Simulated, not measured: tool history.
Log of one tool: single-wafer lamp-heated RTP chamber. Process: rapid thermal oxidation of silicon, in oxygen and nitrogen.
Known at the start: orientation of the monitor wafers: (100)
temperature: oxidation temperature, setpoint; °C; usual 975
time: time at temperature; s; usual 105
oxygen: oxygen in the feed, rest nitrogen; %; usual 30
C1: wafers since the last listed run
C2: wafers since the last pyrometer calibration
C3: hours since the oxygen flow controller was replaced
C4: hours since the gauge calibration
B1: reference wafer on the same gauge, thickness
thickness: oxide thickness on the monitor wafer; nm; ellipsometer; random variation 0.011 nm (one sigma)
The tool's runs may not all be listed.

Run 1, hour 0: usual settings but oxygen 17 %; C1 0; C2 3375; C3 2436; C4 327.5; B1 4.158. Result: thickness 3.739 nm.
Run 2, hour 17.6: usual settings but oxygen 17 %; C1 159; C2 3534; C3 2453.6; C4 345.1; B1 4.162. Result: thickness 3.749 nm.
Run 3, hour 28.6: usual settings but oxygen 17 %; C1 99; C2 3633; C3 2464.6; C4 356.1; B1 4.166. Result: thickness 3.765 nm.
Run 4, hour 40.1: usual settings; C1 103; C2 3737; C3 2476.1; C4 367.6; B1 4.164. Result: thickness 4.412 nm.
Run 5, hour 54.6: usual settings but time 69 s, oxygen 40 %; C1 131; C2 3868; C3 2490.6; C4 382.1; B1 4.157. Result: thickness 4.083 nm.
Run 6, hour 63.1: usual settings but time 69 s, oxygen 40 %; C1 76; C2 3945; C3 2499.1; C4 390.6; B1 4.16. Result: thickness 4.075 nm.
Run 7, hour 88.5: usual settings; C1 229; C2 4175; C3 2524.5; C4 416; B1 4.163. Result: thickness 4.418 nm.
Run 8, hour 103.9: usual settings but oxygen 23 %; C1 139; C2 4314; C3 2539.9; C4 431.4; B1 4.161. Result: thickness 4.093 nm.
At hour 116.5: pyrometer window cleaned and pyrometer calibrated.
Run 9, hour 117: usual settings but oxygen 23 %; C1 46; C2 4; C3 2553; C4 444.5; B1 4.156. Result: thickness 4.018 nm.
Run 10, hour 119.8: usual settings but oxygen 23 %; C1 25; C2 29; C3 2555.8; C4 447.3; B1 4.16. Result: thickness 4.003 nm.
Run 11, hour 132.4: usual settings; C1 113; C2 143; C3 2568.4; C4 459.9; B1 4.16. Result: thickness 4.327 nm.
Run 12, hour 149.1: usual settings but time 93 s; C1 150; C2 294; C3 2585.1; C4 476.6; B1 4.157. Result: thickness 4.135 nm.
Run 13, hour 161.2: usual settings but time 93 s; C1 109; C2 403; C3 2597.2; C4 488.7; B1 4.157. Result: thickness 4.146 nm.
At hour 164.5: gauge calibrated.
At hour 179.2: oxygen flow controller replaced.
Run 14, hour 179.7: usual settings but temperature 996 °C; C1 94; C2 498; C3 0.5; C4 15.2; B1 4.161. Result: thickness 5.008 nm.
Run 15, hour 192.4: usual settings; C1 114; C2 613; C3 13.2; C4 27.9; B1 4.161. Result: thickness 4.342 nm.
Run 16, hour 225.5: usual settings but oxygen 59 %; C1 299; C2 912; C3 46.3; C4 61; B1 4.159. Result: thickness 5.39 nm.
Run 17, hour 234.1: usual settings; C1 77; C2 990; C3 54.9; C4 69.6; B1 4.158. Result: thickness 4.335 nm.
Run 18, hour 250.2: usual settings; C1 145; C2 1135; C3 71; C4 85.7; B1 4.159. Result: thickness 4.337 nm.
Run 19, hour 263.3: usual settings but temperature 984 °C, oxygen 17 %; C1 118; C2 1254; C3 84.1; C4 98.8; B1 4.163. Result: thickness 3.927 nm.
Run 20, hour 274.4: usual settings but temperature 963 °C; C1 100; C2 1354; C3 95.2; C4 109.9; B1 4.16. Result: thickness 4.035 nm.
Run 21, hour 290.1: usual settings; C1 141; C2 1496; C3 110.9; C4 125.6; B1 4.156. Result: thickness 4.358 nm.
Run 22, hour 303.4: usual settings; C1 120; C2 1616; C3 124.2; C4 138.9; B1 4.162. Result: thickness 4.343 nm.
Run 23, hour 320.9: usual settings; C1 158; C2 1774; C3 141.7; C4 156.4; B1 4.158. Result: thickness 4.36 nm.
Run 24, hour 374.3: usual settings; C1 482; C2 2257; C3 195.1; C4 209.8; B1 4.162. Result: thickness 4.366 nm.
Run 25, hour 380.6: usual settings but temperature 963 °C; C1 56; C2 2314; C3 201.4; C4 216.1; B1 4.163. Result: thickness 4.038 nm.
Run 26, hour 395.6: usual settings but temperature 987 °C; C1 135; C2 2449; C3 216.4; C4 231.1; B1 4.164. Result: thickness 4.759 nm.
Run 27, hour 412.9: usual settings but temperature 949 °C, time 151 s, oxygen 55 %; C1 156; C2 2606; C3 233.7; C4 248.4; B1 4.163. Result: thickness 5.141 nm.
Run 28, hour 428.4: usual settings but time 67 s, oxygen 55 %; C1 140; C2 2746; C3 249.2; C4 263.9; B1 4.159. Result: thickness 4.423 nm.
Run 29, hour 436.2: usual settings but temperature 947 °C, oxygen 17 %; C1 70; C2 2816; C3 257; C4 271.7; B1 4.16. Result: thickness 3.209 nm.
Run 30, hour 454: usual settings but time 123 s, oxygen 17 %; C1 160; C2 2977; C3 274.8; C4 289.5; B1 4.162. Result: thickness 3.962 nm.
Run 31, hour 466.9: usual settings; C1 116; C2 3094; C3 287.7; C4 302.4; B1 4.161. Result: thickness 4.374 nm.
Run 32, hour 477.7: usual settings but time 119 s, oxygen 17 %; C1 97; C2 3191; C3 298.5; C4 313.2; B1 4.159. Result: thickness 3.93 nm.
Run 33, hour 485.9: usual settings but time 64 s; C1 74; C2 3265; C3 306.7; C4 321.4; B1 4.158. Result: thickness 3.655 nm.

The next listed run, before its measurement:
Run 34, hour 493.4: usual settings but time 88 s, oxygen 17 %; C1 67; C2 3333; C3 314.2; C4 328.9; B1 ?. Result: thickness ?.

Run 34 gave B1 4.156, thickness 3.51 nm.
Without the tool's hidden state the same run would have given thickness 3.455 nm.

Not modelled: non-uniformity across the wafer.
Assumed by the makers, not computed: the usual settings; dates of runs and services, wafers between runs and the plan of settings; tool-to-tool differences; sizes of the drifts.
